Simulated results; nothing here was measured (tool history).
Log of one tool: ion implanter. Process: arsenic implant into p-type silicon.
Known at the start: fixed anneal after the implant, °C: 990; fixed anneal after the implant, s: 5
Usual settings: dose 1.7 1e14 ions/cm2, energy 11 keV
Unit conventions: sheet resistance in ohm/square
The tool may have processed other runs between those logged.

run	day	dose	energy	read-back reference wafer on the same gauge, sheet resistance	sheet resistance
1	0	1.7	11	605.63	542.93
# day 1.808: Faraday cup replaced and dose calibrated
2	1.829	1.7	11	605.16	568.34
3	2.575	1.7	11	604.51	559.63
4	4.538	2.02	12.5	606.58	485.81
5	7.45	1.7	11	607.08	550.85
6	10.208	1.7	11	606.93	549.83
7	12.092	1.7	11	606.21	549.48
8	13.696	1.7	11	606.27	543.69
9	15.479	1.7	11	606.16	553.15
10	17.608	1.7	11	606.48	548.99
11	19.425	1.7	11	607.15	544.99
# day 21.104: Faraday cup replaced and dose calibrated
12	21.125	1.96	11	605.76	504.74
13	22.746	1.96	11	605.92	495.54
# day 22.988: gauge calibrated
14	24.267	1.96	11	606.66	492.65
15	25.354	1.7	11	605.94	556.26
16	27.554	1.7	11	606.2	551.99
17	30.4	2.16	11	605.99	455.75
18	31.542	2.16	11	605.83	454.72
19	32.717	1.57	10	607.28	583.82
20	35.496	1.91	14.5	604.99	474.87
21	36.538	1.42	8	607.03	643.71
22	37.871	2.16	15	605.88	432.95
23	39.342	1.7	11	605.85	542.74
24	41.438	1.5	11	604.4	588.08
# day 42.858: Faraday cup replaced and dose calibrated
25	43.679	1.7	11	606.68	565.86
# day 44.1: extraction supply calibrated
26	45.879	1.49	9.5	606.07	635.39
27	48.383	1.94	7.5	605.97	535.39
28	50.646	1.9	8.5	607.41	527.55
29	52.038	1.7	11	605.91	556.22
30	54.621	1.47	12.5	606.49	602.09
31	57.4	1.7	11	605.79	553.47
32	59.254	1.21	12	605.91	696.24

Some steps in sheet resistance between neighbouring runs. How much of each would the tool show without its hidden state too (settings, what came in, random variation), and how much is left for the hidden state, with any gauge scatter that isn't in both results?
What the log doesn't record here: deviation of the true dose from the Faraday cup's reading, %; deviation of the true energy from its setpoint, %; gauge reads high (%).
Run 1 -> 2: Faraday cup replaced and dose calibrated. sheet resistance +25.41 ohm/square: hidden state +21.16, all else +4.25.
Run 11 -> 12: dose 1.7 -> 1.96, Faraday cup replaced and dose calibrated. sheet resistance -40.25 ohm/square: hidden state +12.85, all else -53.1.
Run 20 -> 21: dose 1.91 -> 1.42, energy 14.5 -> 8. sheet resistance +168.84 ohm/square: hidden state -8.29, all else +177.13.
Run 21 -> 22: dose 1.42 -> 2.16, energy 8 -> 15. sheet resistance -210.76 ohm/square: hidden state +9.43, all else -220.19.
Run 24 -> 25: dose 1.5 -> 1.7, Faraday cup replaced and dose calibrated. sheet resistance -22.22 ohm/square: hidden state +29.34, all else -51.56.
Run 31 -> 32: dose 1.7 -> 1.21, energy 11 -> 12. sheet resistance +142.77 ohm/square: hidden state -4.09, all else +146.86.

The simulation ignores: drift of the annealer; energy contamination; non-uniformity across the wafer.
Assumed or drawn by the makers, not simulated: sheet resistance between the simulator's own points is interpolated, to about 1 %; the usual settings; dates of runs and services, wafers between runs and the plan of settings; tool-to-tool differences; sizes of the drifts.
